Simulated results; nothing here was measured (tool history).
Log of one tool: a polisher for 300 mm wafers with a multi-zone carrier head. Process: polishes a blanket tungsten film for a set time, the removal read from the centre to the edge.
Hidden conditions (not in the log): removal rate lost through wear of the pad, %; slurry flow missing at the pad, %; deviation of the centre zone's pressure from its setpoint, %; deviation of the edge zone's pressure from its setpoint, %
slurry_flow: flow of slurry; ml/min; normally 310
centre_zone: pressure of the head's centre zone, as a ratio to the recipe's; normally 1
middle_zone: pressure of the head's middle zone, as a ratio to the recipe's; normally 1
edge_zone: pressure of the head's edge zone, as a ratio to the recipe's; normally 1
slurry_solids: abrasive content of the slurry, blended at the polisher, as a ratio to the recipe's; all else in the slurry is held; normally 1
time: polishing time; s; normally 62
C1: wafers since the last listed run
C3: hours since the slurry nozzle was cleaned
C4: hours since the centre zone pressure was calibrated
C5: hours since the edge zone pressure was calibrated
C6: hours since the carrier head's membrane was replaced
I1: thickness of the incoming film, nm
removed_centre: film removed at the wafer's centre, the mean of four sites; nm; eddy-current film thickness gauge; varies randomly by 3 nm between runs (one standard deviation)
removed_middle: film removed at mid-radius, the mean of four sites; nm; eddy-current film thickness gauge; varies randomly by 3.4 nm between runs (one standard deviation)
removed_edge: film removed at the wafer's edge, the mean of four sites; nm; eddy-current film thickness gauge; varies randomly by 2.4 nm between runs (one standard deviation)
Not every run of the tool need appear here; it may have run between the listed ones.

run 1 hour=0 | slurry_flow=310 centre_zone=1 middle_zone=1 edge_zone=1 slurry_solids=1 time=62 | C1=0 wafers_polished_on_this_pad=150 C3=49.6 C4=796.4 C5=513.6 C6=724.8 | I1=756 | removed_centre=238.2 removed_middle=230.7 removed_edge=253.3
-- hour=119.1 carrier head's membrane replaced by a new one
-- hour=168.5 centre zone pressure recalibrated
run 2 hour=318.6 | slurry_flow=310 centre_zone=1 middle_zone=1 edge_zone=1 slurry_solids=1 time=62 | C1=3784 wafers_polished_on_this_pad=3934 C3=368.2 C4=150.1 C5=832.2 C6=199.5 | I1=751.2 | removed_centre=227.7 removed_middle=225.8 removed_edge=245.7
-- hour=357.3 edge zone pressure recalibrated
run 3 hour=364.1 | slurry_flow=310 centre_zone=1 middle_zone=1 edge_zone=1 slurry_solids=1 time=62 | C1=528 wafers_polished_on_this_pad=4462 C3=413.7 C4=195.6 C5=6.8 C6=245 | I1=761 | removed_centre=226.1 removed_middle=226 removed_edge=244.3
-- hour=443.2 slurry nozzle cleaned, repeated, since the last time left the tool worse
run 4 hour=461.4 | slurry_flow=310 centre_zone=1 middle_zone=1 edge_zone=1 slurry_solids=1 time=62 | C1=1169 wafers_polished_on_this_pad=5632 C3=18.2 C4=292.9 C5=104.1 C6=342.3 | I1=771.9 | removed_centre=259.3 removed_middle=256.9 removed_edge=267.9
run 5 hour=546.6 | slurry_flow=310 centre_zone=1 middle_zone=1 edge_zone=1 slurry_solids=1 time=62 | C1=1034 wafers_polished_on_this_pad=6667 C3=103.4 C4=378.1 C5=189.3 C6=427.5 | I1=768.2 | removed_centre=252.7 removed_middle=259.8 removed_edge=270
run 6 hour=589 | slurry_flow=310 centre_zone=1 middle_zone=1 edge_zone=1 slurry_solids=1 time=62 | C1=514 wafers_polished_on_this_pad=7182 C3=145.8 C4=420.5 C5=231.7 C6=469.9 | I1=751.9 | removed_centre=256.5 removed_middle=254 removed_edge=267.3
-- hour=655.4 worn pad replaced by a new one
run 7 hour=681 | slurry_flow=310 centre_zone=1.08 middle_zone=1 edge_zone=1.11 slurry_solids=1 time=62 | C1=1068 wafers_polished_on_this_pad=310 C3=237.8 C4=512.5 C5=323.7 C6=561.9 | I1=759.2 | removed_centre=274.6 removed_middle=247.5 removed_edge=284
run 8 hour=770.7 | slurry_flow=310 centre_zone=1 middle_zone=1 edge_zone=0.96 slurry_solids=1 time=52 | C1=1089 wafers_polished_on_this_pad=1400 C3=327.5 C4=602.2 C5=413.4 C6=651.6 | I1=757.4 | removed_centre=209.5 removed_middle=213.6 removed_edge=219.7
run 9 hour=870.6 | slurry_flow=310 centre_zone=1 middle_zone=1 edge_zone=1 slurry_solids=1 time=62 | C1=1213 wafers_polished_on_this_pad=2613 C3=427.4 C4=702.1 C5=513.3 C6=751.5 | I1=747.3 | removed_centre=255.8 removed_middle=253.3 removed_edge=265.3
run 10 hour=956.8 | slurry_flow=310 centre_zone=1 middle_zone=1.04 edge_zone=1 slurry_solids=1 time=70 | C1=1046 wafers_polished_on_this_pad=3660 C3=513.6 C4=788.3 C5=599.5 C6=837.7 | I1=764.3 | removed_centre=285.5 removed_middle=291.7 removed_edge=296
run 11 hour=1011.2 | slurry_flow=310 centre_zone=1 middle_zone=1 edge_zone=1 slurry_solids=1.1 time=51 | C1=660 wafers_polished_on_this_pad=4321 C3=568 C4=842.7 C5=653.9 C6=892.1 | I1=768.5 | removed_centre=210.6 removed_middle=208.4 removed_edge=221.9
-- hour=1030.2 edge zone pressure recalibrated
-- hour=1117.5 slurry nozzle cleaned
-- hour=1187.2 carrier head's membrane replaced by a new one
-- hour=1208.1 worn pad replaced by a new one
run 12 hour=1290.1 | slurry_flow=310 centre_zone=1 middle_zone=0.9 edge_zone=1 slurry_solids=1.2 time=62 | C1=3241 wafers_polished_on_this_pad=996 C3=172.6 C4=1121.6 C5=259.9 C6=102.9 | I1=748.8 | removed_centre=270.9 removed_middle=244.4 removed_edge=276.1
-- hour=1320.6 centre zone pressure recalibrated
run 13 hour=1349.7 | slurry_flow=310 centre_zone=1 middle_zone=1.1 edge_zone=1.05 slurry_solids=0.9 time=62 | C1=699 wafers_polished_on_this_pad=1695 C3=232.2 C4=29.1 C5=319.5 C6=162.5 | I1=761.1 | removed_centre=249.9 removed_middle=265.3 removed_edge=269.8
run 14 hour=1397.7 | slurry_flow=255 centre_zone=1 middle_zone=1 edge_zone=1 slurry_solids=1 time=62 | C1=582 wafers_polished_on_this_pad=2278 C3=280.2 C4=77.1 C5=367.5 C6=210.5 | I1=774 | removed_centre=245.9 removed_middle=248.1 removed_edge=261.6
run 15 hour=1505.7 | slurry_flow=310 centre_zone=1 middle_zone=1 edge_zone=1 slurry_solids=1 time=62 | C1=1311 wafers_polished_on_this_pad=3590 C3=388.2 C4=185.1 C5=475.5 C6=318.5 | I1=763.7 | removed_centre=251 removed_middle=251.7 removed_edge=267
run 16 hour=1557.4 | slurry_flow=310 centre_zone=1 middle_zone=1 edge_zone=1.09 slurry_solids=1.3 time=44 | C1=627 wafers_polished_on_this_pad=4218 C3=439.9 C4=236.8 C5=527.2 C6=370.2 | I1=758.9 | removed_centre=189.8 removed_middle=189.2 removed_edge=207.3
run 17 hour=1632.7 | slurry_flow=310 centre_zone=1 middle_zone=1 edge_zone=1.07 slurry_solids=1 time=79 | C1=914 wafers_polished_on_this_pad=5133 C3=515.2 C4=312.1 C5=602.5 C6=445.5 | I1=763.6 | removed_centre=324.8 removed_middle=321.4 removed_edge=353.3
run 18 hour=1690.6 | slurry_flow=310 centre_zone=1 middle_zone=1.1 edge_zone=1.05 slurry_solids=0.9 time=62 | C1=703 wafers_polished_on_this_pad=5836 C3=573.1 C4=370 C5=660.4 C6=503.4 | I1=756.5 | removed_centre=249.1 removed_middle=263.3 removed_edge=267.5
run 19 hour=1785.2 | slurry_flow=360 centre_zone=1 middle_zone=1 edge_zone=0.95 slurry_solids=0.9 time=55 | C1=1148 wafers_polished_on_this_pad=6985 C3=667.7 C4=464.6 C5=755 C6=598 | I1=772.1 | removed_centre=217.3 removed_middle=222.2 removed_edge=223.6
-- hour=1809.8 worn pad replaced by a new one
-- hour=1843 slurry nozzle cleaned
run 20 hour=1858.7 | slurry_flow=310 centre_zone=1 middle_zone=1 edge_zone=1 slurry_solids=1.2 time=62 | C1=831 wafers_polished_on_this_pad=581 C3=15.7 C4=538.1 C5=828.5 C6=671.5 | I1=745.6 | removed_centre=267.3 removed_middle=265.5 removed_edge=278.8
-- hour=1898.8 edge zone pressure recalibrated
run 21 hour=1964.6 | slurry_flow=310 centre_zone=1 middle_zone=1.06 edge_zone=0.93 slurry_solids=1 time=56 | C1=1261 wafers_polished_on_this_pad=1843 C3=121.6 C4=644 C5=65.8 C6=777.4 | I1=757.5 | removed_centre=234.9 removed_middle=232.6 removed_edge=230.2
run 22 hour=2011.9 | slurry_flow=310 centre_zone=1 middle_zone=1 edge_zone=1 slurry_solids=0.7 time=62 | C1=574 wafers_polished_on_this_pad=2417 C3=168.9 C4=691.3 C5=113.1 C6=824.7 | I1=762.5 | removed_centre=238 removed_middle=233.7 removed_edge=249.1

Pick out some run-to-run changes in removed_centre. Of each, how much would a tool without hidden state show as well, from the settings, what came in and chance, and how much is left for the hidden state and any gauge scatter not in both results compared?
Run 1 -> 2: carrier head's membrane replaced by a new one, centre zone pressure recalibrated. removed_centre -10.5 nm: hidden state -8.3, all else -2.2.
Run 3 -> 4: slurry nozzle cleaned, repeated, since the last time left the tool worse. removed_centre +33.2 nm: hidden state +30.3, all else +2.9.
Run 16 -> 17: edge_zone 1.09 -> 1.07, slurry_solids 1.3 -> 1, time 44 -> 79. removed_centre +135 nm: hidden state -3.1, all else +138.1.
Run 17 -> 18: middle_zone 1 -> 1.1, edge_zone 1.07 -> 1.05, slurry_solids 1 -> 0.9, time 79 -> 62. removed_centre -75.7 nm: hidden state +0.8, all else -76.5.

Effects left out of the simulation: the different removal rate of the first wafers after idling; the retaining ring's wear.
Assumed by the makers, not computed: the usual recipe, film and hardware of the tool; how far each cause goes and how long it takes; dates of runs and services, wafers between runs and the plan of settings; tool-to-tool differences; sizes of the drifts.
